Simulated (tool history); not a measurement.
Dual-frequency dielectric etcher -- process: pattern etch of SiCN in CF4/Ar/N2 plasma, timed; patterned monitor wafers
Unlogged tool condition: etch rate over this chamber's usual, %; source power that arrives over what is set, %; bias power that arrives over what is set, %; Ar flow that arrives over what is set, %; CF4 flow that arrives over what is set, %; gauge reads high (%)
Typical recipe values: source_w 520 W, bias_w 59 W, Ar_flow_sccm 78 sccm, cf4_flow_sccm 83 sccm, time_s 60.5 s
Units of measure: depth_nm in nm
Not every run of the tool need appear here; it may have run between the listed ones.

run     day  source_w  bias_w  Ar_flow_sccm  cf4_flow_sccm  time_s  wafers since the last listed run  hours since the last wet clean  hours since the last source power generator calibration  hours since the last bias power generator calibration  hours since the last Ar flow controller change  hours since the last CF4 flow controller change  hours since the last upper electrode change  hours since the gauge calibration  read-back reference wafer on the same gauge, depth_nm  depth_nm
  1   0.000       520      59            78             83    60.5                                 0                           327.5                                                   2105.6                                                 2357.2                                          1333.5                                           2687.1                                       2824.6                              401.1                                                   40.8      47.9
  2   1.442       520      59            78             83    60.5                               479                           362.1                                                   2140.2                                                 2391.8                                          1368.1                                           2721.7                                       2859.2                              435.7                                                   40.8      47.8
  3   2.588       520      59            78             83    60.5                               381                           389.6                                                   2167.7                                                 2419.3                                          1395.6                                           2749.2                                       2886.7                              463.2                                                   40.8      47.8
      3.021  -- Ar flow controller replaced
      3.692  -- bias power generator calibrated
  4   3.958       520      59            78             83    60.5                               317                           422.5                                                   2200.6                                                    6.4                                            22.5                                           2782.1                                       2919.6                              496.1                                                   40.8      48.1
      5.417  -- CF4 flow controller replaced
  5   5.438       520      59            78             83    60.5                               408                           458.0                                                   2236.1                                                   41.9                                            58.0                                              0.5                                       2955.1                              531.6                                                   40.9      48.0
      6.104  -- source power generator calibrated
  6   7.554       520      59            78             83    60.5                               648                           508.8                                                     34.8                                                   92.7                                           108.8                                             51.3                                       3005.9                              582.4                                                   40.8      50.3
      8.621  -- upper electrode replaced
  7   8.642       520      59            91             89    44.5                                29                           534.9                                                     60.9                                                  118.8                                           134.9                                             77.4                                          0.5                              608.5                                                   40.8      36.5
      8.833  -- gauge calibrated
  8   9.129       520      52            86             89    72.0                               162                           546.6                                                     72.6                                                  130.5                                           146.6                                             89.1                                         12.2                                7.1                                                   40.8      57.3
  9   9.717       520      68            78             70    60.5                               195                           560.7                                                     86.7                                                  144.6                                           160.7                                            103.2                                         26.3                               21.2                                                   40.8      51.8
     11.558  -- wet clean of the chamber
 10  11.579       520      59            87             83    60.5                               286                             0.5                                                    131.4                                                  189.3                                           205.4                                            147.9                                         71.0                               65.9                                                   40.8      49.5
 11  11.742       390      59            93             71    60.5                                54                             4.4                                                    135.3                                                  193.2                                           209.3                                            151.8                                         74.9                               69.8                                                   40.8      35.0
 12  12.521       520      59            59             83    67.5                               259                            23.1                                                    154.0                                                  211.9                                           228.0                                            170.5                                         93.6                               88.5                                                   40.7      59.1
 13  13.175       630      59            90             99    60.5                               217                            38.8                                                    169.7                                                  227.6                                           243.7                                            186.2                                        109.3                              104.2                                                   40.8      60.9
 14  13.983       520      59            78             83    60.5                               268                            58.2                                                    189.1                                                  247.0                                           263.1                                            205.6                                        128.7                              123.6                                                   40.8      50.2
 15  15.429       520      59            78             83    60.5                               480                            92.9                                                    223.8                                                  281.7                                           297.8                                            240.3                                        163.4                              158.3                                                   40.7      50.0
 16  18.750       410      59            63             72    46.5                              1104                           172.6                                                    303.5                                                  361.4                                           377.5                                            320.0                                        243.1                              238.0                                                   40.8      30.0
 17  19.300       520      59            78             83    60.5                               182                           185.8                                                    316.7                                                  374.6                                           390.7                                            333.2                                        256.3                              251.2                                                   40.8      50.1
 18  20.296       520      59            62             83    65.0                               331                           209.7                                                    340.6                                                  398.5                                           414.6                                            357.1                                        280.2                              275.1                                                   40.8      55.7
 19  21.008       520      59            78             83    60.5                               236                           226.8                                                    357.7                                                  415.6                                           431.7                                            374.2                                        297.3                              292.2                                                   40.9      49.7
 20  22.096       520      73            92             70    42.5                               361                           252.9                                                    383.8                                                  441.7                                           457.8                                            400.3                                        323.4                              318.3                                                   40.8      35.8
 21  23.071       520      59            71             83    51.5                               324                           276.3                                                    407.2                                                  465.1                                           481.2                                            423.7                                        346.8                              341.7                                                   40.8      43.1
 22  24.350       520      59            65             83    47.0                               425                           307.0                                                    437.9                                                  495.8                                           511.9                                            454.4                                        377.5                              372.4                                                   40.8      39.7

Measured less the same run without the tool's hidden state. The same run-to-run variation is in both; the gauge's scatter may not be:
run  depth_nm
  1      -2.7
  2      -2.6
  3      -2.7
  4      -2.7
  5      -2.7
  6      +0.0
  7      +0.0
  8      -0.1
  9      -0.1
 10      -0.2
 11      -0.1
 12      -0.3
 13      -0.5
 14      -0.4
 15      -0.5
 16      -0.5
 17      -0.8
 18      -0.9
 19      -0.8
 20      -0.6
 21      -0.8
 22      -0.8
